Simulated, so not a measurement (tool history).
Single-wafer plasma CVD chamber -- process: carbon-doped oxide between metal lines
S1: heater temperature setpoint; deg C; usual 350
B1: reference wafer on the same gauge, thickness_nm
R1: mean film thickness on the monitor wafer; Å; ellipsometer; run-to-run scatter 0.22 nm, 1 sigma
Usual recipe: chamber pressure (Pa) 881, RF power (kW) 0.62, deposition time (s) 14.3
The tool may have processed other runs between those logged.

Run 1, hour 0: usual settings; B1 96.77. Result: R1 936.21 Å.
Run 2, hour 67.4: usual settings; B1 96.846. Result: R1 938.99 Å.
Run 3, hour 123.9: usual settings but S1 360 deg C; B1 96.809. Result: R1 910.55 Å.
Run 4, hour 164.4: usual settings; B1 96.827. Result: R1 935.82 Å.
Run 5, hour 221.3: usual settings; B1 96.863. Result: R1 936.44 Å.
Run 6, hour 262.7: usual settings but deposition time (s) 16.2; B1 96.869. Result: R1 1061.58 Å.
Run 7, hour 333: usual settings but deposition time (s) 16.2; B1 96.796. Result: R1 1063.29 Å.
Run 8, hour 362.8: usual settings; B1 96.747. Result: R1 940.31 Å.
Run 9, hour 414.2: usual settings; B1 96.817. Result: R1 937.31 Å.
Run 10, hour 476.5: usual settings; B1 96.867. Result: R1 943.49 Å.
Run 11, hour 566.4: usual settings; B1 96.75. Result: R1 940.02 Å.
Run 12, hour 683.2: usual settings; B1 96.824. Result: R1 943.13 Å.
Run 13, hour 728.2: usual settings but S1 362 deg C; B1 96.763. Result: R1 913.26 Å.
Run 14, hour 748.8: usual settings but S1 360 deg C; B1 96.748. Result: R1 919.96 Å.
Run 15, hour 820.6: usual settings but chamber pressure (Pa) 949, RF power (kW) 0.57, deposition time (s) 15.9; B1 96.796. Result: R1 997.51 Å.
Run 16, hour 889.8: usual settings but chamber pressure (Pa) 987, RF power (kW) 0.51; B1 96.797. Result: R1 830.25 Å.
Run 17, hour 942.2: usual settings but S1 363 deg C, chamber pressure (Pa) 793, RF power (kW) 0.69; B1 96.787. Result: R1 972.82 Å.
Run 18, hour 960.2: usual settings; B1 96.776. Result: R1 944.83 Å.
Run 19, hour 989.8: usual settings but S1 336 deg C, chamber pressure (Pa) 993, RF power (kW) 0.72, deposition time (s) 13.3; B1 96.836. Result: R1 1014.75 Å.
Run 20, hour 1061: usual settings but deposition time (s) 12.5; B1 96.737. Result: R1 830.18 Å.
Run 21, hour 1109: usual settings but S1 360 deg C, RF power (kW) 0.69; B1 96.791. Result: R1 997.09 Å.
Run 22, hour 1166.1: usual settings; B1 96.725. Result: R1 924.7 Å.
Run 23, hour 1225.7: usual settings but S1 345 deg C, chamber pressure (Pa) 781, deposition time (s) 15.1; B1 96.809. Result: R1 980.65 Å.
Run 24, hour 1278.7: usual settings but RF power (kW) 0.54, deposition time (s) 13; B1 96.796. Result: R1 766.43 Å.
Run 25, hour 1337.9: usual settings; B1 96.779. Result: R1 928.54 Å.
Run 26, hour 1406: usual settings but S1 360 deg C, deposition time (s) 12.1; B1 96.765. Result: R1 770.89 Å.
Run 27, hour 1472.5: usual settings; B1 96.788. Result: R1 930.31 Å.
Run 28, hour 1498.8: usual settings but deposition time (s) 16.2; B1 96.805. Result: R1 1053.27 Å.

Missing from the log above: 6 entries noted between runs. For each, name the pair of listed runs it sits between and say how the tool's hidden condition differs from the listed run just before to the listed run just after:
From run 2 to run 3: capacitance manometer re-zeroed and calibrated (hour 75.8)
  wafer temperature above the value expected at the setpoint (K): -3.45 -> -3.63
  measured result minus the result with no hidden state, R1: +8.37 -> +7.75 Å
From run 8 to run 9: gauge calibrated (hour 372.5); showerhead replaced (hour 373.1)
  wafer temperature above the value expected at the setpoint (K): -4.52 -> -4.73
  measured result minus the result with no hidden state, R1: +11 -> +11.48 Å
From run 12 to run 13: RF generator calibrated (hour 727.7)
  wafer temperature above the value expected at the setpoint (K): -5.97 -> -6.19
  measured result minus the result with no hidden state, R1: +14.56 -> +13.1 Å
From run 16 to run 17: capacitance manometer re-zeroed and calibrated (hour 941.7)
  wafer temperature above the value expected at the setpoint (K): -7.05 -> -7.35
  measured result minus the result with no hidden state, R1: +15.16 -> +16.37 Å
From run 21 to run 22: thermocouple changed; heater temperature recalibrated (hour 1159)
  wafer temperature above the value expected at the setpoint (K): -8.33 -> 0.265
  measured result minus the result with no hidden state, R1: +19.5 -> -0.59 Å

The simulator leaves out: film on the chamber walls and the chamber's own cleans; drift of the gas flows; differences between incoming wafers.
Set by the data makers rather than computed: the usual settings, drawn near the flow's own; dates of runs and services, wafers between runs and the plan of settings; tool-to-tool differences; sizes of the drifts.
